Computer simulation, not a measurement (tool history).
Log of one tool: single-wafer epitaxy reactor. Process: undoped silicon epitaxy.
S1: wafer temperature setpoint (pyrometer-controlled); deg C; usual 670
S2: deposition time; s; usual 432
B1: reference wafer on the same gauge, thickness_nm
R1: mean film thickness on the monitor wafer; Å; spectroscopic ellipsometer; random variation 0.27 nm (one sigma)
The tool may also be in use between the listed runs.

Run 1, hour 0: usual settings; B1 80.92. Result: R1 934.84 Å.
Run 2, hour 25.6: usual settings; B1 80.916. Result: R1 936.75 Å.
Run 3, hour 58.3: usual settings; B1 80.927. Result: R1 937.2 Å.
Run 4, hour 83.4: usual settings; B1 80.871. Result: R1 934.11 Å.
Run 5, hour 100.5: usual settings; B1 80.905. Result: R1 931.17 Å.
Run 6, hour 116.6: usual settings; B1 80.913. Result: R1 933.26 Å.
Run 7, hour 149.1: usual settings but S1 679 deg C, S2 385 s; B1 80.9. Result: R1 1014.61 Å.
Run 8, hour 169.7: usual settings but S1 679 deg C, S2 385 s; B1 80.916. Result: R1 1015.5 Å.
Run 9, hour 195.4: usual settings; B1 80.941. Result: R1 934.98 Å.
Run 10, hour 276.3: usual settings; B1 80.928. Result: R1 930.82 Å.
Run 11, hour 311.6: usual settings; B1 80.893. Result: R1 930.21 Å.
Run 12, hour 338: usual settings; B1 80.91. Result: R1 930.57 Å.
Run 13, hour 367.2: usual settings; B1 80.926. Result: R1 936.6 Å.
Run 14, hour 388: usual settings; B1 80.86. Result: R1 932.11 Å.
Run 15, hour 421.2: usual settings; B1 80.894. Result: R1 930.55 Å.
Run 16, hour 454.7: usual settings but S1 657 deg C, S2 464 s; B1 80.935. Result: R1 741.53 Å.
Run 17, hour 469.8: usual settings but S1 685 deg C, S2 366 s; B1 80.976. Result: R1 1104.86 Å.
Run 18, hour 485.9: usual settings but S1 676 deg C, S2 368 s; B1 80.944. Result: R1 905.8 Å.
Run 19, hour 501: usual settings; B1 80.874. Result: R1 934.91 Å.
Run 20, hour 534.2: usual settings; B1 80.851. Result: R1 933.25 Å.
Run 21, hour 561.2: usual settings; B1 80.945. Result: R1 933.33 Å.
Run 22, hour 597: usual settings but S2 473 s; B1 80.949. Result: R1 1027.07 Å.
Run 23, hour 612.6: usual settings but S1 675 deg C, S2 380 s; B1 80.998. Result: R1 920.42 Å.
Run 24, hour 625.2: usual settings but S1 660 deg C, S2 467 s; B1 80.872. Result: R1 795.54 Å.
Run 25, hour 652.7: usual settings but S1 659 deg C, S2 392 s; B1 80.901. Result: R1 657.25 Å.
Run 26, hour 687.7: usual settings but S1 683 deg C, S2 470 s; B1 80.876. Result: R1 1357.74 Å.
Run 27, hour 703: usual settings; B1 80.928. Result: R1 935.3 Å.
Run 28, hour 736.7: usual settings but S1 657 deg C, S2 391 s; B1 80.959. Result: R1 625.37 Å.
Run 29, hour 752.6: usual settings but S1 662 deg C; B1 80.902. Result: R1 772.77 Å.
Run 30, hour 773.5: usual settings but S2 408 s; B1 80.876. Result: R1 883.69 Å.
Run 31, hour 803.2: usual settings but S1 657 deg C, S2 464 s; B1 80.847. Result: R1 743.88 Å.

Not shown: 2 entries that the log had between the listed runs. Between which runs, and how does the tool's hidden state differ before and after?
Between runs 15 and 16: pyrometer calibrated (hour 448.3)
  no hidden state differs between the two runs
Between runs 24 and 25: gauge calibrated (hour 641.1)
  no hidden state differs between the two runs
